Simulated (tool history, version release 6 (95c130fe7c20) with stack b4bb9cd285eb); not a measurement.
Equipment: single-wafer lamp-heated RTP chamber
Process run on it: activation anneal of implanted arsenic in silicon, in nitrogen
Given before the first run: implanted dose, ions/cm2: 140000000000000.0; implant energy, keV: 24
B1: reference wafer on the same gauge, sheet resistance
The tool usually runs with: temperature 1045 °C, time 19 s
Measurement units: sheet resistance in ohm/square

{"run": 1, "hour": 0.0, "temperature": 1065, "time": 19, "B1": 621.42, "sheet resistance": 522.16}
{"run": 2, "hour": 9.3, "temperature": 1065, "time": 19, "B1": 621.39, "sheet resistance": 522.9}
{"run": 3, "hour": 20.7, "temperature": 1061, "time": 19, "B1": 620.79, "sheet resistance": 522.76}
{"run": 4, "hour": 38.4, "temperature": 1061, "time": 19, "B1": 620.59, "sheet resistance": 522.35}
{"run": 5, "hour": 54.7, "temperature": 1045, "time": 19, "B1": 620.67, "sheet resistance": 525.42}
{"run": 6, "hour": 66.2, "temperature": 1045, "time": 19, "B1": 621.07, "sheet resistance": 525.33}
{"run": 7, "hour": 79.7, "temperature": 1045, "time": 19, "B1": 620.77, "sheet resistance": 525.09}
{"run": 8, "hour": 96.8, "temperature": 1031, "time": 14, "B1": 621.04, "sheet resistance": 530.94}
{"run": 9, "hour": 112.9, "temperature": 1025, "time": 29, "B1": 620.52, "sheet resistance": 525.0}
{"run": 10, "hour": 122.1, "temperature": 1045, "time": 11, "B1": 620.86, "sheet resistance": 528.48}
{"run": 11, "hour": 136.2, "temperature": 1062, "time": 23, "B1": 620.85, "sheet resistance": 520.71}
{"run": 12, "hour": 150.4, "temperature": 1045, "time": 19, "B1": 621.1, "sheet resistance": 525.05}
{"run": 13, "hour": 167.9, "temperature": 1022, "time": 29, "B1": 621.57, "sheet resistance": 527.03}
{"run": 14, "hour": 177.0, "temperature": 1055, "time": 28, "B1": 621.13, "sheet resistance": 519.6}

Removed from this log: 3 entries logged between the listed runs. Between which two listed runs does each belong, and how does the tool's hidden state at the listed run before it compare with that at the listed run after it?
After run 6, before run 7: reflector plate cleaned (hour 78.4)
  nothing in the hidden state changes from one run to the other
After run 7, before run 8: pyrometer window cleaned and pyrometer calibrated (hour 96.1)
  nothing in the hidden state changes from one run to the other
After run 8, before run 9: gauge calibrated (hour 109.2)
  nothing in the hidden state changes from one run to the other
